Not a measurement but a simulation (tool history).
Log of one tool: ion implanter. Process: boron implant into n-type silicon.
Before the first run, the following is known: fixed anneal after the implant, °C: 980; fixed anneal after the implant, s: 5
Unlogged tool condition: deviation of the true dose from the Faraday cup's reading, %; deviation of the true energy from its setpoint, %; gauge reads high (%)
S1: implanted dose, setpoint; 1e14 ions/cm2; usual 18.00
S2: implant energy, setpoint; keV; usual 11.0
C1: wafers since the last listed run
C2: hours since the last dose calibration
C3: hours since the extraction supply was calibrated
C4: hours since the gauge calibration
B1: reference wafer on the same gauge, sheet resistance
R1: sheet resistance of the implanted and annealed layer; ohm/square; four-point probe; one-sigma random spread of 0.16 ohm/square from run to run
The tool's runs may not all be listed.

{"run": 1, "hour": 0.0, "S1": 18.0, "S2": 11.0, "C1": 0, "C2": 1580.3, "C3": 5238.3, "C4": 407.6, "B1": 126.95, "R1": 109.09}
{"run": 2, "hour": 26.8, "S1": 18.0, "S2": 11.0, "C1": 420, "C2": 1607.1, "C3": 5265.1, "C4": 434.4, "B1": 126.97, "R1": 109.26}
{"run": 3, "hour": 43.4, "S1": 14.16, "S2": 11.0, "C1": 260, "C2": 1623.7, "C3": 5281.7, "C4": 451.0, "B1": 127.0, "R1": 118.42}
{"run": 4, "hour": 66.2, "S1": 18.0, "S2": 10.0, "C1": 358, "C2": 1646.5, "C3": 5304.5, "C4": 473.8, "B1": 126.98, "R1": 114.15}
{"run": 5, "hour": 83.3, "S1": 18.0, "S2": 10.0, "C1": 268, "C2": 1663.6, "C3": 5321.6, "C4": 490.9, "B1": 126.98, "R1": 113.98}
{"run": 6, "hour": 106.2, "S1": 18.0, "S2": 11.0, "C1": 359, "C2": 1686.5, "C3": 5344.5, "C4": 513.8, "B1": 127.07, "R1": 108.71}
{"run": 7, "hour": 125.2, "S1": 18.0, "S2": 11.0, "C1": 298, "C2": 1705.5, "C3": 5363.5, "C4": 532.8, "B1": 127.0, "R1": 109.26}
{"run": 8, "hour": 140.0, "S1": 18.0, "S2": 11.0, "C1": 232, "C2": 1720.3, "C3": 5378.3, "C4": 547.6, "B1": 127.01, "R1": 108.87}
{"run": 9, "hour": 160.4, "S1": 18.0, "S2": 9.0, "C1": 320, "C2": 1740.7, "C3": 5398.7, "C4": 568.0, "B1": 127.07, "R1": 119.91}
{"run": 10, "hour": 179.6, "S1": 18.0, "S2": 9.0, "C1": 301, "C2": 1759.9, "C3": 5417.9, "C4": 587.2, "B1": 126.97, "R1": 119.99}
{"run": 11, "hour": 210.2, "S1": 18.0, "S2": 11.0, "C1": 480, "C2": 1790.5, "C3": 5448.5, "C4": 617.8, "B1": 127.02, "R1": 109.12}
{"run": 12, "hour": 230.0, "S1": 18.0, "S2": 11.0, "C1": 310, "C2": 1810.3, "C3": 5468.3, "C4": 637.6, "B1": 127.07, "R1": 108.97}
{"run": 13, "hour": 253.4, "S1": 16.36, "S2": 12.5, "C1": 367, "C2": 1833.7, "C3": 5491.7, "C4": 661.0, "B1": 126.99, "R1": 106.61}
{"run": 14, "hour": 287.6, "S1": 16.36, "S2": 12.5, "C1": 537, "C2": 1867.9, "C3": 5525.9, "C4": 695.2, "B1": 127.01, "R1": 106.63}
{"run": 15, "hour": 382.8, "S1": 15.88, "S2": 8.0, "C1": 1495, "C2": 1963.1, "C3": 5621.1, "C4": 790.4, "B1": 127.1, "R1": 131.75}
{"hour": 412.3, "done": "extraction supply calibrated"}
{"run": 16, "hour": 412.8, "S1": 19.85, "S2": 14.5, "C1": 345, "C2": 1993.1, "C3": 0.5, "C4": 820.4, "B1": 127.02, "R1": 94.19}
{"run": 17, "hour": 438.9, "S1": 18.0, "S2": 11.0, "C1": 409, "C2": 2019.2, "C3": 26.6, "C4": 846.5, "B1": 127.03, "R1": 109.04}
{"hour": 450.8, "done": "gauge calibrated"}
{"run": 18, "hour": 474.7, "S1": 18.0, "S2": 14.0, "C1": 562, "C2": 2055.0, "C3": 62.4, "C4": 23.9, "B1": 126.92, "R1": 98.59}
{"run": 19, "hour": 496.6, "S1": 15.48, "S2": 13.5, "C1": 343, "C2": 2076.9, "C3": 84.3, "C4": 45.8, "B1": 127.0, "R1": 105.99}
{"run": 20, "hour": 519.9, "S1": 22.91, "S2": 11.0, "C1": 365, "C2": 2100.2, "C3": 107.6, "C4": 69.1, "B1": 126.95, "R1": 101.63}
{"run": 21, "hour": 552.6, "S1": 22.83, "S2": 9.5, "C1": 513, "C2": 2132.9, "C3": 140.3, "C4": 101.8, "B1": 126.94, "R1": 109.95}
{"run": 22, "hour": 572.1, "S1": 14.78, "S2": 8.0, "C1": 306, "C2": 2152.4, "C3": 159.8, "C4": 121.3, "B1": 126.96, "R1": 134.27}
{"run": 23, "hour": 605.0, "S1": 22.71, "S2": 13.5, "C1": 516, "C2": 2185.3, "C3": 192.7, "C4": 154.2, "B1": 127.01, "R1": 92.67}
{"run": 24, "hour": 624.6, "S1": 18.0, "S2": 12.0, "C1": 307, "C2": 2204.9, "C3": 212.3, "C4": 173.8, "B1": 127.03, "R1": 104.68}
{"run": 25, "hour": 648.4, "S1": 15.11, "S2": 12.5, "C1": 373, "C2": 2228.7, "C3": 236.1, "C4": 197.6, "B1": 126.95, "R1": 110.53}
{"hour": 663.6, "done": "Faraday cup replaced and dose calibrated"}
{"run": 26, "hour": 682.2, "S1": 20.07, "S2": 13.0, "C1": 405, "C2": 18.6, "C3": 269.9, "C4": 231.4, "B1": 127.03, "R1": 96.86}
{"run": 27, "hour": 708.9, "S1": 14.71, "S2": 10.0, "C1": 419, "C2": 45.3, "C3": 296.6, "C4": 258.1, "B1": 127.01, "R1": 120.5}
{"run": 28, "hour": 739.0, "S1": 20.41, "S2": 11.0, "C1": 472, "C2": 75.4, "C3": 326.7, "C4": 288.2, "B1": 127.0, "R1": 104.21}
{"run": 29, "hour": 768.8, "S1": 14.71, "S2": 10.0, "C1": 468, "C2": 105.2, "C3": 356.5, "C4": 318.0, "B1": 127.05, "R1": 120.63}
{"run": 30, "hour": 788.3, "S1": 22.83, "S2": 9.5, "C1": 306, "C2": 124.7, "C3": 376.0, "C4": 337.5, "B1": 126.99, "R1": 109.29}
{"run": 31, "hour": 813.7, "S1": 18.0, "S2": 15.0, "C1": 398, "C2": 150.1, "C3": 401.4, "C4": 362.9, "B1": 127.01, "R1": 95.06}
{"run": 32, "hour": 848.1, "S1": 18.0, "S2": 11.0, "C1": 540, "C2": 184.5, "C3": 435.8, "C4": 397.3, "B1": 126.97, "R1": 108.36}
{"run": 33, "hour": 875.4, "S1": 18.0, "S2": 8.5, "C1": 428, "C2": 211.8, "C3": 463.1, "C4": 424.6, "B1": 126.97, "R1": 122.78}
{"run": 34, "hour": 895.9, "S1": 15.05, "S2": 7.5, "C1": 321, "C2": 232.3, "C3": 483.6, "C4": 445.1, "B1": 127.01, "R1": 136.87}
{"run": 35, "hour": 918.4, "S1": 22.37, "S2": 12.0, "C1": 353, "C2": 254.8, "C3": 506.1, "C4": 467.6, "B1": 126.96, "R1": 97.71}
{"run": 36, "hour": 944.2, "S1": 18.0, "S2": 11.0, "C1": 405, "C2": 280.6, "C3": 531.9, "C4": 493.4, "B1": 126.99, "R1": 108.57}
{"run": 37, "hour": 971.0, "S1": 16.05, "S2": 14.0, "C1": 420, "C2": 307.4, "C3": 558.7, "C4": 520.2, "B1": 127.03, "R1": 102.65}

Hidden condition of the tool, last listed run before each entry between runs versus first listed run after:
After run 15, before run 16: extraction supply calibrated (hour 412.3)
  deviation of the true dose from the Faraday cup's reading, %: -4.12 -> -4.13
  measured value less the no-hidden-state value, R1: +1.45 -> +1.33 ohm/square
After run 17, before run 18: gauge calibrated (hour 450.8)
  deviation of the true dose from the Faraday cup's reading, %: -4.14 -> -4.16
  measured value less the no-hidden-state value, R1: +1.43 -> +1.51 ohm/square
After run 25, before run 26: Faraday cup replaced and dose calibrated (hour 663.6)
  deviation of the true dose from the Faraday cup's reading, %: -4.22 -> -0.649
  measured value less the no-hidden-state value, R1: +1.86 -> +0.20 ohm/square
